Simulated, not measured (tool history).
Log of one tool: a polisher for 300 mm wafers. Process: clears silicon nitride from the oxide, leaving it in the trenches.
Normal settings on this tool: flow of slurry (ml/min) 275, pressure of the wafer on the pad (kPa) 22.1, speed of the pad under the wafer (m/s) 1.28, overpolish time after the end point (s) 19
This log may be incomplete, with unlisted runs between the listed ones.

| run | day | flow of slurry (ml/min) | pressure of the wafer on the pad (kPa) | speed of the pad under the wafer (m/s) | overpolish time after the end point (s) | incoming thickness of the incoming film, nm | time until the end point was called (s) |
|---|---|---|---|---|---|---|---|
| 1 | 0 | 275 | 16.5 | 1.28 | 19 | 104.1 | 121.8 |
| 2 | 0.654 | 275 | 16.5 | 1.28 | 19 | 105.1 | 126.5 |
| 3 | 1.317 | 275 | 22.1 | 1.28 | 25 | 105 | 91.5 |
| 4 | 1.725 | 275 | 22.1 | 1.28 | 25 | 105 | 91.2 |
| 5 | 2.217 | 275 | 22.1 | 1.28 | 25 | 106.8 | 89.2 |
| 6 | 2.733 | 275 | 22.1 | 1.28 | 19 | 105.1 | 93.3 |
| 7 | 3.162 | 275 | 22.1 | 1.28 | 19 | 106.7 | 93.5 |
| 8 | 3.604 | 275 | 22.1 | 1.02 | 19 | 104.1 | 117.1 |
| 9 | 4.029 | 275 | 22.1 | 1.28 | 19 | 106.2 | 94.3 |
| 10 | 4.338 | 275 | 22.1 | 1.28 | 19 | 104.3 | 93.7 |
| 11 | 4.992 | 275 | 22.1 | 1.28 | 19 | 106.9 | 96.8 |
| 12 | 5.604 | 275 | 22.1 | 1.28 | 19 | 104.2 | 101.2 |
| 13 | 5.858 | 275 | 22.1 | 1.28 | 19 | 106.4 | 103 |
| 14 | 6.338 | 275 | 22.1 | 1.28 | 19 | 105.8 | 103.3 |
| 15 | 6.912 | 275 | 22.1 | 1.28 | 19 | 105 | 105.6 |
| 16 | 7.554 | 275 | 22.1 | 1.28 | 19 | 103.8 | 104.5 |
| 17 | 9.421 | 275 | 22.1 | 1.28 | 19 | 103.3 | 92.5 |
| 18 | 9.983 | 275 | 22.1 | 1.28 | 19 | 106.2 | 95.4 |
| 19 | 10.467 | 275 | 22.1 | 1.5 | 19 | 106.2 | 81.8 |
| 20 | 10.817 | 190 | 14.5 | 1 | 26 | 106.4 | 186.9 |
| 21 | 11.279 | 340 | 15.9 | 1.1 | 11 | 105 | 147.2 |
| 22 | 11.892 | 275 | 25.5 | 1.28 | 10 | 107 | 83.8 |
| 23 | 12.312 | 275 | 22.1 | 1.1 | 15 | 104.8 | 111.2 |
| 24 | 12.633 | 275 | 22.1 | 1.28 | 19 | 105.3 | 91.6 |
| 25 | 12.904 | 275 | 27.6 | 1.28 | 19 | 104.4 | 76.3 |
| 26 | 13.471 | 210 | 18.6 | 1.52 | 15 | 104.2 | 98.3 |
| 27 | 14.071 | 275 | 29.6 | 1.28 | 19 | 105.4 | 68.2 |
| 28 | 14.662 | 230 | 22.1 | 1.12 | 19 | 103.8 | 104.7 |
| 29 | 15.338 | 275 | 22.1 | 1.28 | 19 | 105.7 | 95.5 |
| 30 | 15.617 | 210 | 22.1 | 1.28 | 19 | 104.4 | 95 |
| 31 | 16.092 | 275 | 22.1 | 0.88 | 9 | 104.5 | 140.7 |
| 32 | 16.442 | 230 | 15.2 | 1.7 | 10 | 106.5 | 107.4 |
| 33 | 16.908 | 275 | 22.1 | 1.28 | 19 | 105.7 | 91.9 |

The log once held 8 entries between its listed runs, left out of this copy. Where does each go, and what is different about the tool's unlogged condition between the listed run before it and the listed run after it?
Between runs 3 and 4: worn pad replaced by a new one (day 1.704)
  removal rate lost through wear of the pad, %: 5.1 -> 0.139
  the result without the hidden state subtracted from the measured one, time until the end point was called (s): +4.6 -> +0.1
Between runs 11 and 12: worn pad replaced by a new one (day 5.512)
  removal rate lost through wear of the pad, %: 6.21 -> 11.6
  the result without the hidden state subtracted from the measured one, time until the end point was called (s): +6 -> +11.8
Between runs 14 and 15: head pressure recalibrated (day 6.892)
  removal rate lost through wear of the pad, %: 13 -> 14.1
  the result without the hidden state subtracted from the measured one, time until the end point was called (s): +13.4 -> +14.8
Between runs 16 and 17: slurry nozzle cleaned (day 7.65); worn pad replaced by a new one, repeated, since the last time left the tool worse (day 7.754)
  removal rate lost through wear of the pad, %: 15.3 -> 3.88
  the result without the hidden state subtracted from the measured one, time until the end point was called (s): +16 -> +3.5
Between runs 19 and 20: worn pad replaced by a new one (day 10.767)
  removal rate lost through wear of the pad, %: 5.82 -> 0.981
  the result without the hidden state subtracted from the measured one, time until the end point was called (s): +4.8 -> +1.8
Between runs 26 and 27: worn pad replaced by a new one (day 13.821)
  removal rate lost through wear of the pad, %: 5.91 -> 1.26
  the result without the hidden state subtracted from the measured one, time until the end point was called (s): +5.8 -> +0.9
Between runs 32 and 33: worn pad replaced by a new one (day 16.888)
  removal rate lost through wear of the pad, %: 5.67 -> 0.103
  the result without the hidden state subtracted from the measured one, time until the end point was called (s): +6.1 -> +0.1
